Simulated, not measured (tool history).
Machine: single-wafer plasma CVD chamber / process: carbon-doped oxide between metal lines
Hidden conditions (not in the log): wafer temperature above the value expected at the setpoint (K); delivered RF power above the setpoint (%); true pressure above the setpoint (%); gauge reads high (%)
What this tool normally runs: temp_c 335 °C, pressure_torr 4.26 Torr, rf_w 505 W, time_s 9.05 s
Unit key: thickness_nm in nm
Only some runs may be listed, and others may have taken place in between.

| run | hour | temp_c | pressure_torr | rf_w | time_s | wafers since the last listed run | hours since the last thermocouple change | hours since the last RF generator calibration | hours since the last manometer calibration | hours since the showerhead was replaced | hours since the gauge calibration | read-back reference wafer on the same gauge, thickness_nm | thickness_nm |
|---|---|---|---|---|---|---|---|---|---|---|---|---|---|
| 1 | 0 | 345 | 4.51 | 505 | 9.05 | 0 | 2140.5 | 1853.1 | 1112.8 | 5906.7 | 35.8 | 43.588 | 48.468 |
| 2 | 11.8 | 345 | 4.51 | 505 | 9.05 | 327 | 2152.3 | 1864.9 | 1124.6 | 5918.5 | 47.6 | 43.598 | 48.571 |
| 3 | 18.7 | 335 | 4.26 | 505 | 9.05 | 191 | 2159.2 | 1871.8 | 1131.5 | 5925.4 | 54.5 | 43.609 | 49.559 |
| 4 | 27 | 335 | 4.26 | 505 | 9.05 | 230 | 2167.5 | 1880.1 | 1139.8 | 5933.7 | 62.8 | 43.599 | 49.615 |
| 5 | 43.5 | 335 | 4.26 | 505 | 9.05 | 457 | 2184 | 1896.6 | 1156.3 | 5950.2 | 79.3 | 43.603 | 49.581 |
| 6 | 57 | 335 | 4.26 | 545 | 9.05 | 374 | 2197.5 | 1910.1 | 1169.8 | 5963.7 | 92.8 | 43.604 | 53.42 |
| 7 | 67.6 | 335 | 3.57 | 505 | 9.05 | 294 | 2208.1 | 1920.7 | 1180.4 | 5974.3 | 103.4 | 43.599 | 48.764 |
| 8 | 74.9 | 335 | 4.26 | 505 | 9.05 | 202 | 2215.4 | 1928 | 1187.7 | 5981.6 | 110.7 | 43.585 | 49.547 |
| 9 | 87.5 | 335 | 4.8 | 505 | 9.05 | 349 | 2228 | 1940.6 | 1200.3 | 5994.2 | 123.3 | 43.598 | 50.017 |
|  | 95.7 | capacitance manometer re-zeroed and calibrated |
| 10 | 97.1 | 335 | 4.26 | 505 | 9.05 | 44 | 2237.6 | 1950.2 | 1.4 | 6003.8 | 132.9 | 43.598 | 49.535 |
| 11 | 112.4 | 335 | 4.26 | 505 | 9.05 | 424 | 2252.9 | 1965.5 | 16.7 | 6019.1 | 148.2 | 43.589 | 49.29 |
| 12 | 125.9 | 335 | 4.26 | 505 | 9.05 | 374 | 2266.4 | 1979 | 30.2 | 6032.6 | 161.7 | 43.609 | 49.236 |
|  | 135.8 | gauge calibrated |
| 13 | 142.9 | 340 | 4.26 | 505 | 9.05 | 471 | 2283.4 | 1996 | 47.2 | 6049.6 | 7.1 | 43.604 | 48.545 |
|  | 168.1 | showerhead replaced |
|  | 173 | RF generator calibrated |
| 14 | 173.5 | 335 | 4.26 | 505 | 9.05 | 489 | 2314 | 0.5 | 77.8 | 5.4 | 37.7 | 43.599 | 45.893 |

Predict the results of run 15:
|  | 182.5 | thermocouple changed; heater temperature recalibrated |
| 15 | 183 | 330 | 3.52 | 545 | 10.46 | 41 | 0.5 | 10 | 87.3 | 14.9 | 47.2 | ? | ? |

Run 15 measured read-back reference wafer on the same gauge, thickness_nm 43.61, thickness_nm 57.409 nm.
Had the tool carried no hidden state, the very same run would have given thickness_nm 64.036 nm.
